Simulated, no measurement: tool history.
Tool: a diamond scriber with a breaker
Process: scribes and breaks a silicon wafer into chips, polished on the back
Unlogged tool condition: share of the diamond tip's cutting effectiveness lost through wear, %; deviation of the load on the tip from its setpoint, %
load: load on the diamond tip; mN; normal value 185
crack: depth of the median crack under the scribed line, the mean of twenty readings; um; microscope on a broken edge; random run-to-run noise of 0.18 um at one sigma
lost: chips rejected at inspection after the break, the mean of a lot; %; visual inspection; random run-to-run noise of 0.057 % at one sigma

| run | hour | load | wafers since the last listed run | hours since the diamond tip was replaced | hours since the load on the tip was calibrated | incoming depth of the damage left on the back of the incoming wafer, um | crack | lost |
|---|---|---|---|---|---|---|---|---|
| 1 | 0.0 | 201 | 0 | 390.9 | 395.9 | 0.02 | 11.06 | 0.87 |
|  | 148.1 | diamond tip replaced by a new one |
| 2 | 243.2 | 185 | 754 | 95.1 | 639.1 | 0.01 | 11.46 | 0.82 |
| 3 | 345.7 | 219 | 320 | 197.6 | 741.6 | 0.04 | 12.66 | 1.24 |
| 4 | 447.2 | 219 | 317 | 299.1 | 843.1 | 0.05 | 12.32 | 0.99 |
| 5 | 532.6 | 219 | 267 | 384.5 | 928.5 | 0.01 | 12.21 | 0.87 |
| 6 | 573.0 | 203 | 126 | 424.9 | 968.9 | 0.05 | 11.68 | 0.98 |
| 7 | 678.3 | 203 | 329 | 530.2 | 1074.2 | 0.03 | 11.12 | 1.19 |
| 8 | 733.8 | 198 | 173 | 585.7 | 1129.7 | 0.04 | 10.49 | 1.64 |
| 9 | 812.2 | 153 | 245 | 664.1 | 1208.1 | 0.02 | 8.88 | 5.97 |

For run 10, what comes out?
|  | 816.6 | diamond tip replaced by a new one |
| 10 | 908.1 | 149 | 293 | 91.5 | 1304.0 | 0.01 | ? | ? |

Run 10 yielded crack 10.37 um, lost 1.51 %.
Without the tool's hidden state the same run would have given crack 10.46 um, lost 1.39 %.

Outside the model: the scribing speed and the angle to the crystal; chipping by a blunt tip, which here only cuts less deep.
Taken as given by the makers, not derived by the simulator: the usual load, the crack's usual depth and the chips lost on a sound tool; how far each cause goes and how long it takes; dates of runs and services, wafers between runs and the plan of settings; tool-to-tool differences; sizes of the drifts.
